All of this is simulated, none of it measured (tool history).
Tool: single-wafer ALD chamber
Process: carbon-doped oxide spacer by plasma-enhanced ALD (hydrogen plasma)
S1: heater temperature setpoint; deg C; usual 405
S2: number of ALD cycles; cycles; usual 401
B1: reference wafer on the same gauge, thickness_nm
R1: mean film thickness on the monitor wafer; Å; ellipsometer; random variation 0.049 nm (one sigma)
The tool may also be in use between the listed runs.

run 1 hour=0.0 | S1=412 S2=401 | B1=17.494 | R1=193.93
run 2 hour=66.9 | S1=412 S2=401 | B1=17.507 | R1=195.24
run 3 hour=134.1 | S1=412 S2=401 | B1=17.499 | R1=194.88
run 4 hour=160.6 | S1=400 S2=401 | B1=17.505 | R1=199.29
run 5 hour=188.8 | S1=405 S2=401 | B1=17.485 | R1=198.77
run 6 hour=248.0 | S1=405 S2=401 | B1=17.492 | R1=199.58
run 7 hour=311.6 | S1=417 S2=427 | B1=17.487 | R1=206.14
run 8 hour=342.9 | S1=417 S2=427 | B1=17.500 | R1=205.63
run 9 hour=411.7 | S1=401 S2=373 | B1=17.508 | R1=185.37
run 10 hour=456.0 | S1=401 S2=373 | B1=17.498 | R1=185.09
run 11 hour=490.6 | S1=401 S2=373 | B1=17.492 | R1=185.35
-- hour=500.6 thermocouple changed; heater temperature recalibrated
run 12 hour=519.1 | S1=405 S2=401 | B1=17.498 | R1=196.84
run 13 hour=545.3 | S1=405 S2=401 | B1=17.499 | R1=196.63
run 14 hour=591.5 | S1=405 S2=401 | B1=17.507 | R1=197.59
run 15 hour=641.5 | S1=399 S2=474 | B1=17.492 | R1=235.53
run 16 hour=689.1 | S1=416 S2=334 | B1=17.500 | R1=158.53
run 17 hour=732.6 | S1=396 S2=401 | B1=17.496 | R1=198.89
run 18 hour=786.5 | S1=405 S2=401 | B1=17.500 | R1=197.42
-- hour=936.5 gauge calibrated
run 19 hour=972.3 | S1=398 S2=401 | B1=17.502 | R1=199.50
run 20 hour=1001.8 | S1=399 S2=401 | B1=17.495 | R1=199.82
run 21 hour=1041.0 | S1=405 S2=430 | B1=17.499 | R1=212.19
run 22 hour=1107.3 | S1=405 S2=401 | B1=17.485 | R1=197.67
run 23 hour=1148.5 | S1=399 S2=431 | B1=17.497 | R1=213.13
run 24 hour=1199.2 | S1=401 S2=328 | B1=17.503 | R1=163.06
run 25 hour=1245.9 | S1=405 S2=401 | B1=17.500 | R1=197.75
run 26 hour=1302.0 | S1=393 S2=322 | B1=17.500 | R1=160.02

3 ways to go on from here, each from the tool as it stands after run 26. What would each give?
run A hour=1303.0 | S1=405 S2=360 | B1=? | R1=?
run B hour=1303.0 | S1=410 S2=426 | B1=? | R1=?
run C hour=1303.0 | S1=395 S2=359 | B1=? | R1=?

run=A B1=17.501 R1=177.95
run=B B1=17.501 R1=207.67
run=C B1=17.501 R1=178.19
Without the tool's hidden state the same runs would have given:
run=A R1=176.01
run=B R1=205.37
run=C R1=178.19
